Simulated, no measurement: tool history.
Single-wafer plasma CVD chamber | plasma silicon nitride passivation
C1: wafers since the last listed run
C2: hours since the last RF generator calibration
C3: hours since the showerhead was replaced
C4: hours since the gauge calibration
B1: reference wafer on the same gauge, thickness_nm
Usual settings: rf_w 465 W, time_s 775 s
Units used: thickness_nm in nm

{"run": 1, "hour": 0.0, "rf_w": 465, "time_s": 894, "C1": 0, "C2": 895.9, "C3": 7079.5, "C4": 369.5, "B1": 1110.43, "thickness_nm": 1266.393}
{"run": 2, "hour": 33.3, "rf_w": 465, "time_s": 894, "C1": 80, "C2": 929.2, "C3": 7112.8, "C4": 402.8, "B1": 1109.94, "thickness_nm": 1267.295}
{"run": 3, "hour": 65.1, "rf_w": 465, "time_s": 894, "C1": 77, "C2": 961.0, "C3": 7144.6, "C4": 434.6, "B1": 1109.51, "thickness_nm": 1264.966}
{"run": 4, "hour": 97.2, "rf_w": 465, "time_s": 775, "C1": 77, "C2": 993.1, "C3": 7176.7, "C4": 466.7, "B1": 1110.619, "thickness_nm": 1099.235}
{"run": 5, "hour": 160.9, "rf_w": 465, "time_s": 775, "C1": 154, "C2": 1056.8, "C3": 7240.4, "C4": 530.4, "B1": 1109.991, "thickness_nm": 1097.435}
{"run": 6, "hour": 186.2, "rf_w": 465, "time_s": 775, "C1": 61, "C2": 1082.1, "C3": 7265.7, "C4": 555.7, "B1": 1110.08, "thickness_nm": 1097.291}
{"run": 7, "hour": 200.0, "rf_w": 520, "time_s": 812, "C1": 33, "C2": 1095.9, "C3": 7279.5, "C4": 569.5, "B1": 1110.812, "thickness_nm": 1175.691}
{"run": 8, "hour": 215.8, "rf_w": 520, "time_s": 812, "C1": 38, "C2": 1111.7, "C3": 7295.3, "C4": 585.3, "B1": 1110.157, "thickness_nm": 1180.448}
{"hour": 249.3, "done": "showerhead replaced"}
{"run": 9, "hour": 269.8, "rf_w": 490, "time_s": 674, "C1": 111, "C2": 1165.7, "C3": 20.5, "C4": 639.3, "B1": 1110.182, "thickness_nm": 965.723}
{"run": 10, "hour": 304.3, "rf_w": 490, "time_s": 674, "C1": 83, "C2": 1200.2, "C3": 55.0, "C4": 673.8, "B1": 1110.064, "thickness_nm": 963.05}
{"run": 11, "hour": 337.1, "rf_w": 490, "time_s": 674, "C1": 79, "C2": 1233.0, "C3": 87.8, "C4": 706.6, "B1": 1110.222, "thickness_nm": 966.679}
{"run": 12, "hour": 351.8, "rf_w": 395, "time_s": 701, "C1": 35, "C2": 1247.7, "C3": 102.5, "C4": 721.3, "B1": 1109.625, "thickness_nm": 963.698}
{"run": 13, "hour": 441.3, "rf_w": 395, "time_s": 701, "C1": 217, "C2": 1337.2, "C3": 192.0, "C4": 810.8, "B1": 1110.293, "thickness_nm": 959.632}
{"hour": 448.4, "done": "gauge calibrated"}
{"hour": 462.2, "done": "RF generator calibrated"}
{"run": 14, "hour": 464.2, "rf_w": 395, "time_s": 922, "C1": 36, "C2": 2.0, "C3": 214.9, "C4": 15.8, "B1": 1108.713, "thickness_nm": 1268.472}
{"run": 15, "hour": 487.4, "rf_w": 465, "time_s": 775, "C1": 56, "C2": 25.2, "C3": 238.1, "C4": 39.0, "B1": 1110.8, "thickness_nm": 1097.284}
{"run": 16, "hour": 506.0, "rf_w": 380, "time_s": 681, "C1": 45, "C2": 43.8, "C3": 256.7, "C4": 57.6, "B1": 1110.162, "thickness_nm": 921.978}
{"run": 17, "hour": 519.8, "rf_w": 465, "time_s": 848, "C1": 33, "C2": 57.6, "C3": 270.5, "C4": 71.4, "B1": 1110.701, "thickness_nm": 1201.191}
{"run": 18, "hour": 537.5, "rf_w": 420, "time_s": 693, "C1": 42, "C2": 75.3, "C3": 288.2, "C4": 89.1, "B1": 1109.264, "thickness_nm": 959.283}
{"run": 19, "hour": 570.0, "rf_w": 395, "time_s": 664, "C1": 78, "C2": 107.8, "C3": 320.7, "C4": 121.6, "B1": 1110.417, "thickness_nm": 908.373}
{"run": 20, "hour": 598.1, "rf_w": 465, "time_s": 775, "C1": 68, "C2": 135.9, "C3": 348.8, "C4": 149.7, "B1": 1109.927, "thickness_nm": 1097.586}
{"run": 21, "hour": 610.8, "rf_w": 500, "time_s": 883, "C1": 30, "C2": 148.6, "C3": 361.5, "C4": 162.4, "B1": 1109.621, "thickness_nm": 1271.364}
{"run": 22, "hour": 624.4, "rf_w": 465, "time_s": 775, "C1": 33, "C2": 162.2, "C3": 375.1, "C4": 176.0, "B1": 1110.859, "thickness_nm": 1098.703}
{"run": 23, "hour": 677.0, "rf_w": 465, "time_s": 775, "C1": 127, "C2": 214.8, "C3": 427.7, "C4": 228.6, "B1": 1109.673, "thickness_nm": 1101.711}
{"run": 24, "hour": 689.4, "rf_w": 390, "time_s": 883, "C1": 30, "C2": 227.2, "C3": 440.1, "C4": 241.0, "B1": 1110.178, "thickness_nm": 1205.299}
{"run": 25, "hour": 722.3, "rf_w": 465, "time_s": 672, "C1": 79, "C2": 260.1, "C3": 473.0, "C4": 273.9, "B1": 1110.732, "thickness_nm": 951.784}
{"run": 26, "hour": 740.8, "rf_w": 465, "time_s": 775, "C1": 44, "C2": 278.6, "C3": 491.5, "C4": 292.4, "B1": 1109.368, "thickness_nm": 1100.283}

Alternative continuations, all from the tool just after run 26; predict every row:
{"run": "A", "hour": 741.4, "rf_w": 465, "time_s": 775, "C1": 1, "C2": 279.2, "C3": 492.1, "C4": 293.0, "B1": "?", "thickness_nm": "?"}
{"run": "B", "hour": 741.4, "rf_w": 465, "time_s": 879, "C1": 1, "C2": 279.2, "C3": 492.1, "C4": 293.0, "B1": "?", "thickness_nm": "?"}
{"run": "C", "hour": 741.4, "rf_w": 465, "time_s": 728, "C1": 1, "C2": 279.2, "C3": 492.1, "C4": 293.0, "B1": "?", "thickness_nm": "?"}
{"run": "D", "hour": 741.4, "rf_w": 500, "time_s": 622, "C1": 1, "C2": 279.2, "C3": 492.1, "C4": 293.0, "B1": "?", "thickness_nm": "?"}
{"run": "E", "hour": 741.4, "rf_w": 390, "time_s": 775, "C1": 1, "C2": 279.2, "C3": 492.1, "C4": 293.0, "B1": "?", "thickness_nm": "?"}

run=A B1=1110.631 thickness_nm=1098.276
run=B B1=1110.631 thickness_nm=1245.657
run=C B1=1110.631 thickness_nm=1031.671
run=D B1=1110.631 thickness_nm=895.383
run=E B1=1110.631 thickness_nm=1058.766
Stripped of hidden state, with their random variation kept, the same runs would have yielded:
run=A thickness_nm=1098.276
run=B thickness_nm=1245.657
run=C thickness_nm=1031.671
run=D thickness_nm=895.383
run=E thickness_nm=1058.766
